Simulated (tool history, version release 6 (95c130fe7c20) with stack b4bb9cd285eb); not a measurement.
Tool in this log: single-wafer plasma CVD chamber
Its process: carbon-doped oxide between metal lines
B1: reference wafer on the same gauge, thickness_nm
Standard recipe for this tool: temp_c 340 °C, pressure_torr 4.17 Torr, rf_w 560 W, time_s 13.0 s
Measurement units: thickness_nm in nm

run 1 day=0.000 | temp_c=340 pressure_torr=4.17 rf_w=560 time_s=13.0 | B1=87.370 | thickness_nm=73.275
run 2 day=0.408 | temp_c=340 pressure_torr=3.39 rf_w=560 time_s=13.0 | B1=87.470 | thickness_nm=71.953
run 3 day=1.138 | temp_c=331 pressure_torr=4.17 rf_w=560 time_s=11.3 | B1=87.518 | thickness_nm=66.138
run 4 day=1.746 | temp_c=331 pressure_torr=4.17 rf_w=560 time_s=11.3 | B1=87.414 | thickness_nm=65.932
run 5 day=2.246 | temp_c=340 pressure_torr=3.76 rf_w=560 time_s=13.0 | B1=87.315 | thickness_nm=72.698
-- day=2.325 gauge calibrated
-- day=2.679 RF generator calibrated
run 6 day=2.883 | temp_c=340 pressure_torr=3.76 rf_w=560 time_s=13.0 | B1=87.366 | thickness_nm=75.365
run 7 day=3.162 | temp_c=340 pressure_torr=3.76 rf_w=560 time_s=13.0 | B1=87.307 | thickness_nm=75.520
run 8 day=3.538 | temp_c=340 pressure_torr=4.17 rf_w=560 time_s=13.0 | B1=87.400 | thickness_nm=76.129
run 9 day=4.271 | temp_c=340 pressure_torr=4.17 rf_w=560 time_s=13.0 | B1=87.410 | thickness_nm=76.327
run 10 day=4.712 | temp_c=340 pressure_torr=4.17 rf_w=560 time_s=13.0 | B1=87.337 | thickness_nm=76.406
run 11 day=5.008 | temp_c=336 pressure_torr=4.75 rf_w=460 time_s=13.0 | B1=87.427 | thickness_nm=69.155
run 12 day=5.658 | temp_c=340 pressure_torr=4.17 rf_w=630 time_s=13.0 | B1=87.328 | thickness_nm=82.057
-- day=6.033 thermocouple changed; heater temperature recalibrated
run 13 day=6.054 | temp_c=340 pressure_torr=4.17 rf_w=630 time_s=13.0 | B1=87.420 | thickness_nm=81.826
run 14 day=6.271 | temp_c=340 pressure_torr=3.76 rf_w=560 time_s=13.0 | B1=87.468 | thickness_nm=75.140
run 15 day=7.146 | temp_c=353 pressure_torr=3.25 rf_w=560 time_s=13.8 | B1=87.363 | thickness_nm=75.620
run 16 day=7.442 | temp_c=340 pressure_torr=4.57 rf_w=560 time_s=13.0 | B1=87.420 | thickness_nm=77.059
-- day=7.950 showerhead replaced
run 17 day=8.717 | temp_c=340 pressure_torr=4.17 rf_w=560 time_s=13.0 | B1=87.368 | thickness_nm=76.248
run 18 day=9.133 | temp_c=340 pressure_torr=4.85 rf_w=605 time_s=10.7 | B1=87.395 | thickness_nm=67.265
-- day=9.725 capacitance manometer re-zeroed and calibrated
run 19 day=9.746 | temp_c=340 pressure_torr=4.43 rf_w=605 time_s=13.9 | B1=87.397 | thickness_nm=85.916
run 20 day=9.758 | temp_c=348 pressure_torr=4.17 rf_w=495 time_s=11.2 | B1=87.361 | thickness_nm=59.351
run 21 day=10.050 | temp_c=340 pressure_torr=4.17 rf_w=560 time_s=13.0 | B1=87.377 | thickness_nm=76.221
run 22 day=10.638 | temp_c=344 pressure_torr=4.17 rf_w=490 time_s=13.0 | B1=87.328 | thickness_nm=69.241
run 23 day=11.221 | temp_c=340 pressure_torr=4.79 rf_w=560 time_s=11.5 | B1=87.464 | thickness_nm=69.232
run 24 day=11.567 | temp_c=351 pressure_torr=4.17 rf_w=560 time_s=14.0 | B1=87.414 | thickness_nm=79.248
run 25 day=11.975 | temp_c=347 pressure_torr=3.38 rf_w=560 time_s=11.2 | B1=87.402 | thickness_nm=62.974
run 26 day=12.517 | temp_c=340 pressure_torr=4.17 rf_w=560 time_s=13.0 | B1=87.399 | thickness_nm=76.001

Run 27 is up next; what results do you expect?
run 27 day=12.838 | temp_c=349 pressure_torr=5.13 rf_w=505 time_s=10.5 | B1=? | thickness_nm=?

Run 27 produced B1 87.434, thickness_nm 57.595 nm.
Minus the tool's unlogged condition, the same run would have read thickness_nm 58.215 nm.

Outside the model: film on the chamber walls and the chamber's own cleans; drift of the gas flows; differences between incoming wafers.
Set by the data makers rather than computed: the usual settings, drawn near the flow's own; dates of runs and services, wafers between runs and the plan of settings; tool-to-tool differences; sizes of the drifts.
